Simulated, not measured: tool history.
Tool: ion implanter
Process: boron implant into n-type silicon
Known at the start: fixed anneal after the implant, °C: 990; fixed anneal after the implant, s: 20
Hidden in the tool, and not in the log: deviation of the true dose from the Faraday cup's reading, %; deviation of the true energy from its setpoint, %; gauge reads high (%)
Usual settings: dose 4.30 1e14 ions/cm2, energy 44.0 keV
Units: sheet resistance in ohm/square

run    hour  dose  energy  wafers since the last listed run  hours since the last dose calibration  hours since the extraction supply was calibrated  hours since the gauge calibration  read-back reference wafer on the same gauge, sheet resistance  sheet resistance
  1     0.0  3.69    44.0                                 0                                 1211.7                                            1641.3                              176.5                                                         278.88            273.49
  2    33.4  4.30    44.0                               729                                 1245.1                                            1674.7                              209.9                                                         279.21            240.94
  3    93.6  4.30    44.0                              1315                                 1305.3                                            1734.9                              270.1                                                         279.42            240.68
  4   157.9  4.30    41.0                              1404                                 1369.6                                            1799.2                              334.4                                                         279.51            240.80
  5   218.0  4.30    41.0                              1313                                 1429.7                                            1859.3                              394.5                                                         278.47            241.17
  6   277.7  4.30    41.0                              1304                                 1489.4                                            1919.0                              454.2                                                         278.54            240.05
  7   325.9  4.30    32.0                              1053                                 1537.6                                            1967.2                              502.4                                                         278.93            245.12
  8   365.2  4.30    32.0                               858                                 1576.9                                            2006.5                              541.7                                                         279.05            246.00
      428.4  -- Faraday cup replaced and dose calibrated
      428.4  -- extraction supply calibrated
  9   428.9  3.57    44.0                              1215                                    0.5                                               0.5                              605.4                                                         279.12            298.40
 10   448.7  3.57    44.0                               432                                   20.3                                              20.3                              625.2                                                         278.92            298.69
 11   475.0  5.36    56.5                               574                                   46.6                                              46.6                              651.5                                                         279.67            213.87
 12   510.5  3.01    44.0                               775                                   82.1                                              82.1                              687.0                                                         278.45            339.43
      528.1  -- gauge calibrated
 13   562.1  5.14    44.0                              1127                                  133.7                                             133.7                               34.0                                                         279.01            227.20
 14   601.4  4.30    44.0                               858                                  173.0                                             173.0                               73.3                                                         278.90            255.59
      640.3  -- Faraday cup replaced and dose calibrated, repeated, since the last time left the tool worse
 15   652.8  4.85    50.5                               948                                   12.5                                             224.4                              124.7                                                         279.18            219.66
 16   710.9  3.23    58.0                              1269                                   70.6                                             282.5                              182.8                                                         278.91            297.29
 17   761.8  4.30    44.0                              1112                                  121.5                                             333.4                              233.7                                                         278.69            245.11
 18   825.5  4.96    53.5                              1391                                  185.2                                             397.1                              297.4                                                         278.64            214.32
 19   888.6  4.93    51.0                              1378                                  248.3                                             460.2                              360.5                                                         278.52            219.14
 20   932.5  3.40    38.0                               959                                  292.2                                             504.1                              404.4                                                         278.65            298.47
 21  1082.7  3.28    58.0                              3281                                  442.4                                             654.3                              554.6                                                         278.66            292.82

4 ways to go on from here, each from the tool as it stands after run 21. What would each give?
  A  1083.1  4.30    44.0                                 8                                  442.8                                             654.7                              555.0                                                              ?                 ?
  B  1083.1  4.84    57.5                                 8                                  442.8                                             654.7                              555.0                                                              ?                 ?
  C  1083.1  4.30    50.5                                 8                                  442.8                                             654.7                              555.0                                                              ?                 ?
  D  1083.1  4.30    33.5                                 8                                  442.8                                             654.7                              555.0                                                              ?                 ?

run  read-back reference wafer on the same gauge, sheet resistance  sheet resistance
  A                                                         278.70            244.60
  B                                                         278.70            218.82
  C                                                         278.70            241.69
  D                                                         278.70            250.36
Without the tool's hidden state the same runs would have given:
run  sheet resistance
  A            245.16
  B            219.31
  C            242.23
  D            250.95
